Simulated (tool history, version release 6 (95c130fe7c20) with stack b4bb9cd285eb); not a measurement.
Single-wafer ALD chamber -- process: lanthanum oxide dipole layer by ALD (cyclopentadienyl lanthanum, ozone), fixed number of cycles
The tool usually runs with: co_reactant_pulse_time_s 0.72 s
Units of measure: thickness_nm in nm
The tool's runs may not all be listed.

run	hour	co_reactant_pulse_time_s	read-back reference wafer on the same gauge, thickness_nm	thickness_nm
1	0	0.72	0.524	0.435
2	31.5	0.72	0.525	0.44
3	59.2	0.62	0.524	0.402
4	92.3	0.6	0.524	0.399
5	114.8	0.6	0.524	0.4
6	146.3	0.72	0.524	0.438
7	179.6	0.72	0.524	0.438
8	192.7	0.72	0.524	0.44
9	210.9	0.72	0.524	0.439
10	235.3	0.72	0.524	0.439
11	261.8	0.72	0.524	0.438
12	288.7	0.72	0.524	0.438
13	309.6	0.59	0.524	0.393
14	323.6	0.59	0.524	0.397
15	350.2	0.59	0.524	0.394
16	373.3	0.61	0.524	0.401
17	392.7	0.72	0.524	0.438
18	405.5	0.72	0.524	0.439
19	439.7	0.96	0.524	0.494
20	461.4	0.98	0.524	0.496
21	491.9	0.64	0.524	0.413
22	524	0.94	0.524	0.493
23	540.1	0.95	0.524	0.49
24	564.9	0.84	0.525	0.472
25	577.7	1	0.524	0.501
26	604.9	0.72	0.523	0.44
27	636.9	0.58	0.524	0.391
28	651.7	0.56	0.524	0.382
29	672.3	0.81	0.524	0.463
30	694.3	0.72	0.524	0.439
31	723.8	0.72	0.524	0.441
32	738.1	0.49	0.523	0.353
33	773	0.72	0.524	0.44
34	808.7	0.54	0.524	0.376

Put back what was entered between runs (4 entries, withheld): which listed runs does each sit between, and how does the hidden state differ from the listed run before to the listed run after?
Logged between run 14 and run 15: showerhead replaced (hour 337.4)
  the hidden state is the same at both runs
Logged between run 19 and run 20: thermocouple changed; heater temperature recalibrated (hour 457.2)
  the hidden state is the same at both runs
Logged between run 21 and run 22: ozone generator serviced (hour 504)
  the hidden state is the same at both runs
Logged between run 26 and run 27: gauge calibrated (hour 613.2)
  the hidden state is the same at both runs

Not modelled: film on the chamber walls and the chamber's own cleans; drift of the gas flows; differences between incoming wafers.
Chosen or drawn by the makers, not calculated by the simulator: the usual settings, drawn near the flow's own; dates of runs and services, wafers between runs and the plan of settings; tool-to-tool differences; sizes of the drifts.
